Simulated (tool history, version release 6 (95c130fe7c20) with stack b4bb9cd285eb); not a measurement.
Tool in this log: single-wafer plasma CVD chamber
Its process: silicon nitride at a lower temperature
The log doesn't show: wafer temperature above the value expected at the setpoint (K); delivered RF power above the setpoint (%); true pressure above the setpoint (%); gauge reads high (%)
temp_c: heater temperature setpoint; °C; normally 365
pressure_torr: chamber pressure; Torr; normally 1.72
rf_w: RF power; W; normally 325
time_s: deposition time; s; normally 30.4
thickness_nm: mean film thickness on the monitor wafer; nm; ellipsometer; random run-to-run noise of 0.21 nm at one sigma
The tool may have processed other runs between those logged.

run,hour,temp_c,pressure_torr,rf_w,time_s,wafers since the last listed run,hours since the last thermocouple change,hours since the last RF generator calibration,hours since the last manometer calibration,hours since the showerhead was replaced,hours since the gauge calibration,"read-back reference wafer on the same gauge, thickness_nm",thickness_nm
1,0.0,365,1.72,325,30.4,0,2608.3,812.6,2491.4,8499.2,128.0,34.532,39.844
2,15.3,365,1.72,325,30.4,437,2623.6,827.9,2506.7,8514.5,143.3,34.474,39.652
3,28.6,365,1.72,325,30.4,380,2636.9,841.2,2520.0,8527.8,156.6,34.496,39.731
4,37.8,370,1.61,325,30.4,262,2646.1,850.4,2529.2,8537.0,165.8,34.500,39.048
5,54.4,365,1.72,325,26.3,474,2662.7,867.0,2545.8,8553.6,182.4,34.495,34.481
6,68.7,365,1.72,325,26.3,408,2677.0,881.3,2560.1,8567.9,196.7,34.439,34.277
7,80.6,365,1.72,325,26.3,340,2688.9,893.2,2572.0,8579.8,208.6,34.520,34.076
8,94.4,361,1.72,325,30.4,394,2702.7,907.0,2585.8,8593.6,222.4,34.506,39.323
# hour 103.4: capacitance manometer re-zeroed and calibrated
# hour 107.7: showerhead replaced
9,108.2,365,1.72,325,30.4,42,2716.5,920.8,4.8,0.5,236.2,34.455,39.988
10,114.2,365,1.72,325,30.4,171,2722.5,926.8,10.8,6.5,242.2,34.491,39.985
11,120.6,365,1.72,325,30.4,182,2728.9,933.2,17.2,12.9,248.6,34.520,39.581
# hour 133.5: thermocouple changed; heater temperature recalibrated
12,134.0,365,1.72,325,30.4,154,0.5,946.6,30.6,26.3,262.0,34.510,39.641
13,138.0,379,1.72,380,30.4,114,4.5,950.6,34.6,30.3,266.0,34.496,44.374
14,151.7,357,1.72,325,30.4,391,18.2,964.3,48.3,44.0,279.7,34.480,39.811
# hour 152.4: gauge calibrated
15,161.4,356,1.72,325,35.1,277,27.9,974.0,58.0,53.7,9.0,34.519,45.687
16,177.6,365,1.72,325,30.4,462,44.1,990.2,74.2,69.9,25.2,34.525,39.765
17,186.1,365,1.42,325,30.4,242,52.6,998.7,82.7,78.4,33.7,34.498,38.320
18,199.5,352,1.59,380,30.4,382,66.0,1012.1,96.1,91.8,47.1,34.443,44.123
# hour 211.9: RF generator calibrated
19,221.5,354,1.92,325,30.4,400,88.0,9.6,118.1,113.8,69.1,34.518,40.833
20,236.3,365,1.72,325,34.2,422,102.8,24.4,132.9,128.6,83.9,34.497,44.804
21,252.0,365,1.72,325,30.4,448,118.5,40.1,148.6,144.3,99.6,34.492,39.734
22,266.9,365,1.72,325,26.3,425,133.4,55.0,163.5,159.2,114.5,34.522,34.391
23,281.1,361,2.11,365,30.4,405,147.6,69.2,177.7,173.4,128.7,34.514,45.606
24,290.0,377,1.72,350,30.4,254,156.5,78.1,186.6,182.3,137.6,34.521,41.979

Each row is a separate what-if for the run after 24, all from the same tool condition, not one after another. Results?
A,290.4,377,1.72,325,30.4,11,156.9,78.5,187.0,182.7,138.0,?,?
B,290.4,370,1.72,270,25.0,11,156.9,78.5,187.0,182.7,138.0,?,?
C,290.4,370,1.72,345,30.4,11,156.9,78.5,187.0,182.7,138.0,?,?
D,290.4,356,1.72,390,30.4,11,156.9,78.5,187.0,182.7,138.0,?,?
E,290.4,372,1.37,270,28.9,11,156.9,78.5,187.0,182.7,138.0,?,?

run,"read-back reference wafer on the same gauge, thickness_nm",thickness_nm
A,34.481,39.006
B,34.481,27.112
C,34.481,41.137
D,34.481,45.616
E,34.481,29.897
The same runs, with their run-to-run variation unchanged, on a tool lacking any hidden condition would have given:
run,thickness_nm
A,39.006
B,27.112
C,41.137
D,45.616
E,29.897
